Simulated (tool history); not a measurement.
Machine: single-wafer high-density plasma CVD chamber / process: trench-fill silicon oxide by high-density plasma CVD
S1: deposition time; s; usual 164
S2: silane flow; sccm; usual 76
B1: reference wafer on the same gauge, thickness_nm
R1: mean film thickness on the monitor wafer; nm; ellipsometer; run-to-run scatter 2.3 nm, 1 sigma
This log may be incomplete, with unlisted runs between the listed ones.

run	hour	S1	S2	B1	R1
1	0.0	164	83	1269.663	1370.331
2	9.1	164	76	1268.993	1297.718
3	24.7	164	76	1269.624	1298.895
4	42.4	164	76	1270.154	1298.792
5	49.5	164	76	1269.687	1298.677
6	61.1	164	76	1269.213	1299.285
7	77.4	164	76	1268.761	1295.991
8	99.4	164	84	1269.586	1383.799
9	116.2	164	76	1269.303	1291.949
10	128.8	164	76	1270.364	1292.153
11	138.2	164	76	1269.419	1301.781
12	154.8	164	80	1269.698	1335.841
13	168.0	164	80	1269.268	1336.643
14	177.3	164	80	1270.153	1338.711
15	185.4	164	76	1270.063	1301.068
16	200.8	164	76	1269.997	1302.809
17	212.1	183	76	1270.318	1450.551
# hour 225.8: gauge calibrated
18	226.4	183	76	1269.955	1451.653
19	232.7	164	66	1270.604	1198.167
# hour 260.6: silane flow controller replaced
20	275.8	164	76	1269.701	1254.120
21	284.6	164	76	1269.500	1257.219
22	298.8	164	76	1270.389	1252.513
23	314.3	135	69	1270.501	972.267
24	331.0	174	84	1269.743	1416.928
25	345.2	164	62	1270.896	1117.587
26	353.9	164	76	1269.587	1255.047
27	367.5	174	90	1268.761	1477.493
28	374.9	180	62	1269.200	1227.270
29	392.3	187	70	1270.067	1365.668
30	402.9	164	90	1270.035	1396.241
31	412.0	164	72	1270.171	1219.382
32	424.2	164	76	1270.189	1254.716
33	432.7	164	76	1270.459	1260.003
34	441.4	164	76	1269.552	1254.626
35	475.0	180	87	1269.490	1502.092
36	481.7	155	76	1269.548	1187.920
37	489.6	164	86	1270.471	1360.992
38	505.7	139	71	1270.473	1022.879
39	519.7	142	85	1269.698	1173.041
40	537.6	164	90	1269.969	1401.038
41	578.3	195	66	1270.302	1383.798
42	590.2	173	65	1270.119	1210.548
43	598.0	164	69	1270.970	1190.848
44	612.1	164	76	1269.722	1259.629
45	623.3	164	76	1270.695	1259.587

Each row is a separate what-if for the run after 45, all from the same tool condition, not one after another. Results?
A	623.7	164	76	?	?
B	623.7	137	69	?	?
C	623.7	147	80	?	?
D	623.7	196	67	?	?

run	B1	R1
A	1270.404	1260.640
B	1270.404	994.292
C	1270.404	1166.019
D	1270.404	1398.455
Stripped of hidden state, with their random variation kept, the same runs would have yielded:
run	R1
A	1250.184
B	986.046
C	1156.348
D	1386.856
